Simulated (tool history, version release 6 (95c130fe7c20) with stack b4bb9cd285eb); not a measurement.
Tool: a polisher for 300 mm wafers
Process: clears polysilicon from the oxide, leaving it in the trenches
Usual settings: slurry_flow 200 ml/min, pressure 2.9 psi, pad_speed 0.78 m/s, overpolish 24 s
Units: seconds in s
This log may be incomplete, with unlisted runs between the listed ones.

| run | hour | slurry_flow | pressure | pad_speed | overpolish | wafers since the last listed run | wafers polished on this pad | hours since the slurry nozzle was cleaned | hours since the head pressure was calibrated | incoming thickness of the incoming film, nm | seconds |
|---|---|---|---|---|---|---|---|---|---|---|---|
| 1 | 0 | 200 | 2.4 | 0.78 | 24 | 0 | 59 | 282.3 | 378.7 | 638.3 | 75.6 |
| 2 | 15.1 | 200 | 2.4 | 0.78 | 24 | 127 | 187 | 297.4 | 393.8 | 633.2 | 71.8 |
|  | 27.5 | slurry nozzle cleaned |
| 3 | 33.6 | 155 | 2.9 | 0.78 | 24 | 147 | 334 | 6.1 | 412.3 | 634.7 | 57.9 |
| 4 | 68.2 | 200 | 2.1 | 0.78 | 24 | 291 | 626 | 40.7 | 446.9 | 632.2 | 78 |
|  | 87.2 | head pressure recalibrated |
| 5 | 88.6 | 200 | 2.9 | 0.78 | 24 | 155 | 781 | 61.1 | 1.4 | 648.2 | 58.8 |
| 6 | 118.5 | 200 | 2.9 | 0.78 | 24 | 252 | 1033 | 91 | 31.3 | 638.3 | 58.3 |
| 7 | 152.6 | 200 | 2.9 | 0.78 | 21 | 287 | 1321 | 125.1 | 65.4 | 629.9 | 57.5 |
| 8 | 182.4 | 200 | 2.9 | 0.78 | 21 | 251 | 1572 | 154.9 | 95.2 | 642 | 59.7 |
| 9 | 196.6 | 200 | 2.9 | 0.78 | 21 | 119 | 1692 | 169.1 | 109.4 | 649.7 | 59.7 |
|  | 208.4 | worn pad replaced by a new one |
| 10 | 220.5 | 160 | 2.9 | 0.78 | 21 | 167 | 101 | 193 | 133.3 | 650.4 | 66.8 |
| 11 | 244.2 | 160 | 2.9 | 0.78 | 21 | 199 | 301 | 216.7 | 157 | 642.9 | 63.3 |
| 12 | 260.7 | 200 | 2.9 | 0.78 | 24 | 139 | 440 | 233.2 | 173.5 | 638.8 | 60.4 |
| 13 | 276.9 | 200 | 2.9 | 1 | 24 | 136 | 577 | 249.4 | 189.7 | 643.2 | 50.2 |
|  | 289.3 | slurry nozzle cleaned |
| 14 | 299.1 | 200 | 2 | 0.68 | 35 | 178 | 756 | 9.8 | 211.9 | 644.6 | 90.8 |
| 15 | 331 | 270 | 2.9 | 1 | 24 | 268 | 1025 | 41.7 | 243.8 | 643.1 | 45 |
| 16 | 349.9 | 200 | 2.9 | 0.78 | 36 | 159 | 1184 | 60.6 | 262.7 | 637.4 | 56.5 |
| 17 | 367.3 | 200 | 2.9 | 0.78 | 24 | 146 | 1331 | 78 | 280.1 | 644.3 | 56.4 |
| 18 | 399.2 | 145 | 2.3 | 0.96 | 36 | 268 | 1600 | 109.9 | 312 | 640.5 | 68.1 |
|  | 413.2 | worn pad replaced by a new one |
| 19 | 413.7 | 200 | 2.9 | 0.78 | 34 | 88 | 4 | 124.4 | 326.5 | 650.6 | 60.5 |

Forecast run 20:
| 20 | 463.9 | 200 | 2.9 | 0.78 | 24 | 423 | 427 | 174.6 | 376.7 | 646.8 | ? |

seconds: 60.9 s
Without the tool's hidden state the same run would have given seconds 55.6 s.

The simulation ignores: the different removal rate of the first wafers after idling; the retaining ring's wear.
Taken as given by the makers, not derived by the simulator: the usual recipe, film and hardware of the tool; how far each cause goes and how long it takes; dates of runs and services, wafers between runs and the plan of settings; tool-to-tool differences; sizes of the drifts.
